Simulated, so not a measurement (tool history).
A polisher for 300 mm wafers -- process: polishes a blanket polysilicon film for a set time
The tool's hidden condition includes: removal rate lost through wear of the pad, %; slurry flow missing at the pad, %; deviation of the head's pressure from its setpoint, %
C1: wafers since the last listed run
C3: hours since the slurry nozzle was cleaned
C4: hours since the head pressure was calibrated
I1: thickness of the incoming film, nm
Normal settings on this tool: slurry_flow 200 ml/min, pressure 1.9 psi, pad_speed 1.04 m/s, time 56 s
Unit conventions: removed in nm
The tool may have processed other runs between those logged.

{"run": 1, "day": 0.0, "slurry_flow": 200, "pressure": 1.4, "pad_speed": 1.04, "time": 56, "C1": 0, "wafers polished on this pad": 1587, "C3": 215.7, "C4": 625.5, "I1": 1094.4, "removed": 259}
{"run": 2, "day": 1.212, "slurry_flow": 200, "pressure": 1.4, "pad_speed": 1.04, "time": 56, "C1": 324, "wafers polished on this pad": 1911, "C3": 244.8, "C4": 654.6, "I1": 1095.9, "removed": 256.2}
{"day": 2.033, "done": "worn pad replaced by a new one"}
{"run": 3, "day": 3.075, "slurry_flow": 200, "pressure": 1.9, "pad_speed": 1.04, "time": 56, "C1": 454, "wafers polished on this pad": 279, "C3": 289.5, "C4": 699.3, "I1": 1063.1, "removed": 347.9}
{"day": 4.162, "done": "slurry nozzle cleaned"}
{"run": 4, "day": 6.038, "slurry_flow": 200, "pressure": 1.9, "pad_speed": 1.04, "time": 56, "C1": 782, "wafers polished on this pad": 1061, "C3": 45, "C4": 770.4, "I1": 1068.7, "removed": 357.1}
{"run": 5, "day": 7.438, "slurry_flow": 200, "pressure": 1.9, "pad_speed": 1.04, "time": 56, "C1": 375, "wafers polished on this pad": 1436, "C3": 78.6, "C4": 804, "I1": 1083.5, "removed": 350.6}
{"run": 6, "day": 8.658, "slurry_flow": 200, "pressure": 1.7, "pad_speed": 1.04, "time": 48, "C1": 327, "wafers polished on this pad": 1763, "C3": 107.9, "C4": 833.3, "I1": 1080, "removed": 270.7}
{"day": 9.408, "done": "worn pad replaced by a new one"}
{"run": 7, "day": 9.946, "slurry_flow": 200, "pressure": 1.7, "pad_speed": 1.04, "time": 48, "C1": 300, "wafers polished on this pad": 143, "C3": 138.8, "C4": 864.2, "I1": 1091.1, "removed": 272.2}
{"run": 8, "day": 11.112, "slurry_flow": 200, "pressure": 1.7, "pad_speed": 1.04, "time": 48, "C1": 312, "wafers polished on this pad": 456, "C3": 166.8, "C4": 892.2, "I1": 1083.9, "removed": 273}
{"run": 9, "day": 13.75, "slurry_flow": 220, "pressure": 1.9, "pad_speed": 1.04, "time": 56, "C1": 706, "wafers polished on this pad": 1162, "C3": 230.1, "C4": 955.5, "I1": 1080.2, "removed": 361.9}
{"run": 10, "day": 16.225, "slurry_flow": 220, "pressure": 1.9, "pad_speed": 1.04, "time": 56, "C1": 662, "wafers polished on this pad": 1825, "C3": 289.5, "C4": 1014.9, "I1": 1088, "removed": 350.1}
{"day": 16.754, "done": "worn pad replaced by a new one"}
{"run": 11, "day": 17.583, "slurry_flow": 220, "pressure": 1.9, "pad_speed": 1.04, "time": 56, "C1": 319, "wafers polished on this pad": 221, "C3": 322.1, "C4": 1047.5, "I1": 1082.1, "removed": 352.2}
{"day": 18.688, "done": "slurry nozzle cleaned"}
{"run": 12, "day": 19.904, "slurry_flow": 200, "pressure": 2.1, "pad_speed": 1.04, "time": 50, "C1": 610, "wafers polished on this pad": 832, "C3": 29.2, "C4": 1103.2, "I1": 1102, "removed": 347.8}
{"run": 13, "day": 22.45, "slurry_flow": 200, "pressure": 1.9, "pad_speed": 1.04, "time": 56, "C1": 681, "wafers polished on this pad": 1514, "C3": 90.3, "C4": 1164.3, "I1": 1075, "removed": 347.8}
{"day": 24.467, "done": "worn pad replaced by a new one"}
{"run": 14, "day": 24.488, "slurry_flow": 200, "pressure": 1.9, "pad_speed": 1.24, "time": 56, "C1": 501, "wafers polished on this pad": 5, "C3": 139.2, "C4": 1213.2, "I1": 1072.8, "removed": 410.7}
{"run": 15, "day": 25.642, "slurry_flow": 175, "pressure": 2.6, "pad_speed": 1.38, "time": 56, "C1": 309, "wafers polished on this pad": 314, "C3": 166.9, "C4": 1240.9, "I1": 1077.5, "removed": 625.3}
{"run": 16, "day": 27.442, "slurry_flow": 245, "pressure": 1.9, "pad_speed": 1.04, "time": 51, "C1": 482, "wafers polished on this pad": 796, "C3": 210.1, "C4": 1284.1, "I1": 1089.4, "removed": 322.9}
{"day": 29.133, "done": "head pressure recalibrated"}
{"run": 17, "day": 29.162, "slurry_flow": 170, "pressure": 1.9, "pad_speed": 1.38, "time": 56, "C1": 438, "wafers polished on this pad": 1235, "C3": 251.4, "C4": 0.7, "I1": 1069.6, "removed": 447.6}
{"run": 18, "day": 31.546, "slurry_flow": 200, "pressure": 1.9, "pad_speed": 1.04, "time": 56, "C1": 638, "wafers polished on this pad": 1873, "C3": 308.6, "C4": 57.9, "I1": 1067.6, "removed": 347.6}
{"day": 31.904, "done": "worn pad replaced by a new one"}
{"run": 19, "day": 33.088, "slurry_flow": 230, "pressure": 1.5, "pad_speed": 1.04, "time": 56, "C1": 368, "wafers polished on this pad": 316, "C3": 345.6, "C4": 94.9, "I1": 1068.4, "removed": 284.6}
{"day": 33.192, "done": "slurry nozzle cleaned"}
{"run": 20, "day": 35.967, "slurry_flow": 200, "pressure": 1.9, "pad_speed": 1.04, "time": 64, "C1": 760, "wafers polished on this pad": 1076, "C3": 66.6, "C4": 164, "I1": 1098, "removed": 395.2}
{"run": 21, "day": 38.267, "slurry_flow": 200, "pressure": 1.9, "pad_speed": 1.04, "time": 67, "C1": 616, "wafers polished on this pad": 1692, "C3": 121.8, "C4": 219.2, "I1": 1075.7, "removed": 417.8}
{"day": 39.446, "done": "worn pad replaced by a new one"}
{"run": 22, "day": 40.879, "slurry_flow": 200, "pressure": 1.9, "pad_speed": 1.04, "time": 56, "C1": 655, "wafers polished on this pad": 384, "C3": 184.5, "C4": 281.9, "I1": 1089.5, "removed": 350.5}
{"run": 23, "day": 42.988, "slurry_flow": 200, "pressure": 1.9, "pad_speed": 1.04, "time": 56, "C1": 564, "wafers polished on this pad": 949, "C3": 235.1, "C4": 332.5, "I1": 1084.1, "removed": 349.1}

4 ways to go on from here, each from the tool as it stands after run 23. What would each give?
{"run": "A", "day": 43.004, "slurry_flow": 270, "pressure": 1.9, "pad_speed": 1.04, "time": 56, "C1": 4, "wafers polished on this pad": 953, "C3": 235.5, "C4": 332.9, "I1": 1059.9, "removed": "?"}
{"run": "B", "day": 43.004, "slurry_flow": 130, "pressure": 2.2, "pad_speed": 0.9, "time": 56, "C1": 4, "wafers polished on this pad": 953, "C3": 235.5, "C4": 332.9, "I1": 1059.9, "removed": "?"}
{"run": "C", "day": 43.004, "slurry_flow": 200, "pressure": 1.9, "pad_speed": 0.68, "time": 42, "C1": 4, "wafers polished on this pad": 953, "C3": 235.5, "C4": 332.9, "I1": 1059.9, "removed": "?"}
{"run": "D", "day": 43.004, "slurry_flow": 200, "pressure": 1.9, "pad_speed": 1.4, "time": 56, "C1": 4, "wafers polished on this pad": 953, "C3": 235.5, "C4": 332.9, "I1": 1059.9, "removed": "?"}

run=A removed=365
run=B removed=324.9
run=C removed=172.5
run=D removed=473.5
With the hidden condition removed and each run's random variation left untouched, the same runs would have given:
run=A removed=365
run=B removed=324.9
run=C removed=172.5
run=D removed=473.5
